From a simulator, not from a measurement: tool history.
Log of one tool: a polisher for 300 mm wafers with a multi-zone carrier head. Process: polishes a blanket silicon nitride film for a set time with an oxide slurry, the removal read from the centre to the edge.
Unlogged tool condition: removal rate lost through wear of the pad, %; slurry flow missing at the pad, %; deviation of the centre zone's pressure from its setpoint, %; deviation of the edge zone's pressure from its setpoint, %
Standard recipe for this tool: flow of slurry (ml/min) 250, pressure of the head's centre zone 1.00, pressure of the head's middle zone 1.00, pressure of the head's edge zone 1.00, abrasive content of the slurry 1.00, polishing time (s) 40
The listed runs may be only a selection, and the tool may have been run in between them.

run    day  flow of slurry (ml/min)  pressure of the head's centre zone  pressure of the head's middle zone  pressure of the head's edge zone  abrasive content of the slurry  polishing time (s)  wafers since the last listed run  wafers polished on this pad  hours since the slurry nozzle was cleaned  hours since the centre zone pressure was calibrated  hours since the edge zone pressure was calibrated  hours since the carrier head's membrane was replaced  incoming thickness of the incoming film, nm  film removed at the wafer's centre (angstrom)  film removed at mid-radius (angstrom)  film removed at the wafer's edge (angstrom)
  1  0.000                      250                                0.93                                1.00                              1.00                            1.00                  45                                 0                          892                                      587.6                                               1186.8                                              676.5                                                1479.7                                        404.6                                            377                                    410                                          415
     0.529  -- worn pad replaced by a new one
  2  0.550                      250                                0.93                                1.00                              1.00                            1.00                  45                               144                            7                                      600.8                                               1200.0                                              689.7                                                1492.9                                        398.0                                            381                                    416                                          425
  3  0.742                      250                                0.93                                1.00                              1.00                            1.00                  45                                72                           80                                      605.4                                               1204.6                                              694.3                                                1497.5                                        396.8                                            381                                    408                                          414
  4  1.062                      250                                1.00                                1.00                              1.00                            1.10                  40                               121                          201                                      613.1                                               1212.3                                              702.0                                                1505.2                                        395.1                                            375                                    383                                          394
  5  1.312                      250                                1.00                                1.00                              1.00                            1.10                  40                                94                          295                                      619.1                                               1218.3                                              708.0                                                1511.2                                        404.1                                            384                                    379                                          392
  6  1.762                      250                                1.00                                1.00                              1.00                            1.10                  40                               170                          466                                      629.9                                               1229.1                                              718.8                                                1522.0                                        403.5                                            388                                    385                                          388
  7  2.229                      250                                1.03                                1.00                              1.00                            1.00                  40                               176                          642                                      641.1                                               1240.3                                              730.0                                                1533.2                                        394.8                                            374                                    362                                          364
  8  2.833                      250                                1.05                                1.00                              1.00                            1.00                  40                               228                          870                                      655.6                                               1254.8                                              744.5                                                1547.7                                        402.1                                            375                                    368                                          369
     3.225  -- worn pad replaced by a new one
     3.450  -- edge zone pressure recalibrated
  9  3.471                      250                                1.00                                1.10                              1.00                            1.00                  40                               146                           61                                      670.9                                               1270.1                                                0.5                                                1563.0                                        393.5                                            367                                    391                                          373
 10  3.796                      250                                1.00                                1.00                              1.00                            1.00                  40                               122                          183                                      678.7                                               1277.9                                                8.3                                                1570.8                                        403.5                                            376                                    362                                          364
 11  4.071                      250                                1.04                                1.00                              1.11                            1.00                  40                               103                          287                                      685.3                                               1284.5                                               14.9                                                1577.4                                        403.5                                            384                                    362                                          387
     4.750  -- carrier head's membrane replaced by a new one
     4.817  -- centre zone pressure recalibrated
     5.112  -- slurry nozzle cleaned
 12  5.275                      250                                1.00                                1.06                              1.00                            0.75                  40                               336                          624                                        3.9                                                 11.0                                               43.8                                                  12.6                                        401.8                                            303                                    323                                          310
 13  5.996                      250                                1.00                                1.00                              1.00                            1.00                  53                               272                          896                                       21.2                                                 28.3                                               61.1                                                  29.9                                        395.1                                            482                                    482                                          488
     6.729  -- worn pad replaced by a new one
 14  6.750                      290                                1.12                                1.04                              1.00                            1.25                  40                               222                            7                                       39.3                                                 46.4                                               79.2                                                  48.0                                        391.4                                            472                                    424                                          412
 15  7.425                      250                                1.00                                1.11                              1.00                            1.00                  40                               255                          262                                       55.5                                                 62.6                                               95.4                                                  64.2                                        405.3                                            366                                    397                                          364
 16  7.942                      170                                1.00                                0.96                              0.93                            1.00                  40                               195                          457                                       67.9                                                 75.0                                              107.8                                                  76.6                                        399.5                                            341                                    334                                          341
 17  8.446                      250                                1.00                                1.00                              1.00                            1.00                  40                               190                          648                                       80.0                                                 87.1                                              119.9                                                  88.7                                        393.7                                            371                                    366                                          374
 18  9.192                      250                                1.09                                1.00                              0.93                            1.00                  50                               281                          930                                       97.9                                                105.0                                              137.8                                                 106.6                                        399.2                                            496                                    461                                          446

Forecast each of these 5 alternatives for the next run:
  A  9.208                      250                                1.00                                1.00                              0.88                            1.00                  40                                 6                          936                                       98.3                                                105.4                                              138.2                                                 107.0                                        400.1                                              ?                                      ?                                            ?
  B  9.208                      250                                1.00                                0.90                              0.95                            1.00                  34                                 6                          936                                       98.3                                                105.4                                              138.2                                                 107.0                                        400.1                                              ?                                      ?                                            ?
  C  9.208                      250                                1.00                                1.00                              1.00                            0.75                  40                                 6                          936                                       98.3                                                105.4                                              138.2                                                 107.0                                        400.1                                              ?                                      ?                                            ?
  D  9.208                      250                                1.08                                1.10                              1.09                            1.00                  40                                 6                          936                                       98.3                                                105.4                                              138.2                                                 107.0                                        400.1                                              ?                                      ?                                            ?
  E  9.208                      295                                1.00                                1.00                              1.11                            1.00                  40                                 6                          936                                       98.3                                                105.4                                              138.2                                                 107.0                                        400.1                                              ?                                      ?                                            ?

run  film removed at the wafer's centre (angstrom)  film removed at mid-radius (angstrom)  film removed at the wafer's edge (angstrom)
  A                                            368                                    358                                          352
  B                                            313                                    278                                          308
  C                                            312                                    303                                          313
  D                                            398                                    387                                          381
  E                                            376                                    364                                          390
Without the tool's unlogged condition, the same runs would have read:
run  film removed at the wafer's centre (angstrom)  film removed at mid-radius (angstrom)  film removed at the wafer's edge (angstrom)
  A                                            368                                    358                                          352
  B                                            313                                    278                                          308
  C                                            312                                    303                                          313
  D                                            398                                    387                                          381
  E                                            376                                    364                                          390
